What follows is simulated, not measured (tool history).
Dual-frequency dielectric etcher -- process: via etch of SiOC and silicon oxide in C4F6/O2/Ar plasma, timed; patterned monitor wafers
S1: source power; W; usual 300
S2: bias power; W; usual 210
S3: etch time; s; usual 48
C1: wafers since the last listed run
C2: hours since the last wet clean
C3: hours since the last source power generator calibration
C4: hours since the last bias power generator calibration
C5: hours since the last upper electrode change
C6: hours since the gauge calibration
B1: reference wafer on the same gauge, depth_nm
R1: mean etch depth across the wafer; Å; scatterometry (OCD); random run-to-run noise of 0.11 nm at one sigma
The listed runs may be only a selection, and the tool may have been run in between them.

Run 1, hour 0: usual settings but S3 44.5 s; C1 0; C2 355.7; C3 1582.8; C4 3106.7; C5 2807.6; C6 258.6; B1 42.3. Result: R1 487 Å.
Run 2, hour 16.4: usual settings; C1 205; C2 372.1; C3 1599.2; C4 3123.1; C5 2824; C6 275; B1 42.3. Result: R1 526 Å.
Run 3, hour 25.9: usual settings; C1 119; C2 381.6; C3 1608.7; C4 3132.6; C5 2833.5; C6 284.5; B1 42.3. Result: R1 525 Å.
Run 4, hour 42.9: usual settings; C1 213; C2 398.6; C3 1625.7; C4 3149.6; C5 2850.5; C6 301.5; B1 42.3. Result: R1 525 Å.
Run 5, hour 58.4: usual settings; C1 194; C2 414.1; C3 1641.2; C4 3165.1; C5 2866; C6 317; B1 42.3. Result: R1 526 Å.
At hour 84: source power generator calibrated.
Run 6, hour 99: usual settings; C1 459; C2 454.7; C3 15; C4 3205.7; C5 2906.6; C6 357.6; B1 42.3. Result: R1 525 Å.
At hour 99.9: gauge calibrated.
Run 7, hour 114.7: usual settings; C1 197; C2 470.4; C3 30.7; C4 3221.4; C5 2922.3; C6 14.8; B1 42.3. Result: R1 528 Å.
Run 8, hour 132.5: usual settings; C1 223; C2 488.2; C3 48.5; C4 3239.2; C5 2940.1; C6 32.6; B1 42.3. Result: R1 526 Å.
Run 9, hour 143: usual settings; C1 131; C2 498.7; C3 59; C4 3249.7; C5 2950.6; C6 43.1; B1 42.3. Result: R1 529 Å.
Run 10, hour 150.1: usual settings; C1 89; C2 505.8; C3 66.1; C4 3256.8; C5 2957.7; C6 50.2; B1 42.3. Result: R1 528 Å.
Run 11, hour 159.9: usual settings; C1 123; C2 515.6; C3 75.9; C4 3266.6; C5 2967.5; C6 60; B1 42.3. Result: R1 526 Å.
At hour 186.7: wet clean of the chamber.
Run 12, hour 187.2: usual settings but S2 236 W; C1 41; C2 0.5; C3 103.2; C4 3293.9; C5 2994.8; C6 87.3; B1 42.3. Result: R1 544 Å.
Run 13, hour 193.9: usual settings; C1 84; C2 7.2; C3 109.9; C4 3300.6; C5 3001.5; C6 94; B1 42.3. Result: R1 517 Å.
Run 14, hour 205.6: usual settings but S2 232 W; C1 146; C2 18.9; C3 121.6; C4 3312.3; C5 3013.2; C6 105.7; B1 42.3. Result: R1 539 Å.
Run 15, hour 214.5: usual settings; C1 111; C2 27.8; C3 130.5; C4 3321.2; C5 3022.1; C6 114.6; B1 42.3. Result: R1 519 Å.
Run 16, hour 225.7: usual settings but S1 340 W, S2 224 W, S3 35.5 s; C1 140; C2 39; C3 141.7; C4 3332.4; C5 3033.3; C6 125.8; B1 42.3. Result: R1 411 Å.
At hour 251.2: upper electrode replaced, of another model than before.
Run 17, hour 251.7: usual settings but S1 330 W; C1 25; C2 65; C3 167.7; C4 3358.4; C5 0.5; C6 151.8; B1 42.3. Result: R1 529 Å.
Run 18, hour 252.1: usual settings; C1 2; C2 65.4; C3 168.1; C4 3358.8; C5 0.9; C6 152.2; B1 42.3. Result: R1 519 Å.
At hour 255.9: bias power generator calibrated.
Run 19, hour 256.4: usual settings but S1 380 W, S2 235 W; C1 6; C2 69.7; C3 172.4; C4 0.5; C5 5.2; C6 156.5; B1 42.3. Result: R1 561 Å.
Run 20, hour 268.5: usual settings but S2 258 W; C1 151; C2 81.8; C3 184.5; C4 12.6; C5 17.3; C6 168.6; B1 42.3. Result: R1 545 Å.
Run 21, hour 299.1: usual settings; C1 384; C2 112.4; C3 215.1; C4 43.2; C5 47.9; C6 199.2; B1 42.3. Result: R1 521 Å.
Run 22, hour 310.5: usual settings but S1 280 W, S2 158 W; C1 143; C2 123.8; C3 226.5; C4 54.6; C5 59.3; C6 210.6; B1 42.3. Result: R1 488 Å.
Run 23, hour 316.9: usual settings; C1 80; C2 130.2; C3 232.9; C4 61; C5 65.7; C6 217; B1 42.3. Result: R1 520 Å.
Run 24, hour 329.4: usual settings; C1 156; C2 142.7; C3 245.4; C4 73.5; C5 78.2; C6 229.5; B1 42.3. Result: R1 522 Å.
Run 25, hour 342.5: usual settings; C1 164; C2 155.8; C3 258.5; C4 86.6; C5 91.3; C6 242.6; B1 42.3. Result: R1 521 Å.

Run 26, settings as shown, results not yet in. Your forecast:
Run 26, hour 349.6: usual settings but S2 159 W, S3 36 s; C1 89; C2 162.9; C3 265.6; C4 93.7; C5 98.4; C6 249.7; B1 ?. Result: R1 ?.

Run 26 produced B1 42.3, R1 370 Å.
Minus the tool's unlogged condition, the same run would have read R1 369 Å.
